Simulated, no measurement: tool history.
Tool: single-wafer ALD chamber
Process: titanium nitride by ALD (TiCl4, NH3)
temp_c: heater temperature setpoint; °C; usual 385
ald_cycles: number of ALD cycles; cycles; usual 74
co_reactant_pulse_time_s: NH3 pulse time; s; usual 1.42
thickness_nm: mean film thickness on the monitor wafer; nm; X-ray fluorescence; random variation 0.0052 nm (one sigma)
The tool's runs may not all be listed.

run	day	temp_c	ald_cycles	co_reactant_pulse_time_s	wafers since the last listed run	hours since the last thermocouple change	hours since the showerhead was replaced	hours since the gauge calibration	read-back reference wafer on the same gauge, thickness_nm	thickness_nm
1	0	385	74	1.42	0	1425.8	5557.8	984.6	1.421	1.645
2	3.517	385	74	1.42	358	1510.2	5642.2	1069	1.42	1.633
3	5.808	385	74	1.42	233	1565.2	5697.2	1124	1.42	1.652
4	9.467	395	74	1.42	372	1653	5785	1211.8	1.419	1.655
5	13.858	395	74	1.42	447	1758.4	5890.4	1317.2	1.421	1.658
6	16.267	385	77	1.42	245	1816.2	5948.2	1375	1.42	1.709
7	20.271	385	77	1.42	408	1912.3	6044.3	1471.1	1.419	1.705
8	23.112	385	69	1.42	289	1980.5	6112.5	1539.3	1.421	1.527
9	27.488	385	74	1.01	445	2085.5	6217.5	1644.3	1.42	1.59
10	31.308	385	74	1.01	389	2177.2	6309.2	1736	1.42	1.601
# day 33.15: showerhead replaced
11	34.275	385	74	1.74	268	2248.4	27	1807.2	1.421	1.664
12	36.979	385	74	1.74	275	2313.3	91.9	1872.1	1.42	1.674
13	40.538	385	74	1.74	362	2398.7	177.3	1957.5	1.421	1.667
14	44.579	385	74	1.42	411	2495.7	274.3	2054.5	1.42	1.642
15	47.183	385	63	1.27	265	2558.2	336.8	2117	1.42	1.391
# day 48.621: gauge calibrated
16	50.604	390	67	1.99	348	2640.3	418.9	47.6	1.421	1.517
17	53.142	371	87	1.91	258	2701.2	479.8	108.5	1.419	1.946
# day 54.346: thermocouple changed; heater temperature recalibrated
18	57.375	394	82	1.09	397	72.7	581.4	210.1	1.42	1.814
19	60.825	385	80	1.42	351	155.5	664.2	292.9	1.42	1.782
20	64.962	374	68	1.23	421	254.8	763.5	392.2	1.42	1.47
21	66.804	375	85	0.92	187	299	807.7	436.4	1.421	1.786
22	69.817	385	74	1.42	306	371.3	880	508.7	1.42	1.633
23	73.967	395	74	1.42	422	470.9	979.6	608.3	1.421	1.671
24	78.333	385	79	1.42	444	575.7	1084.4	713.1	1.42	1.751
25	80.596	398	74	1.42	230	630	1138.7	767.4	1.42	1.661
26	91.138	385	74	1.42	1074	883	1391.7	1020.4	1.42	1.64

Forecast each of these 3 alternatives for the next run:
A	91.162	374	74	1.42	2	883.6	1392.3	1021	?	?
B	91.162	377	67	1.02	2	883.6	1392.3	1021	?	?
C	91.162	374	61	1.74	2	883.6	1392.3	1021	?	?

run	read-back reference wafer on the same gauge, thickness_nm	thickness_nm
A	1.419	1.62
B	1.419	1.428
C	1.419	1.357
Without the tool's hidden state the same runs would have given:
run	thickness_nm
A	1.62
B	1.428
C	1.357
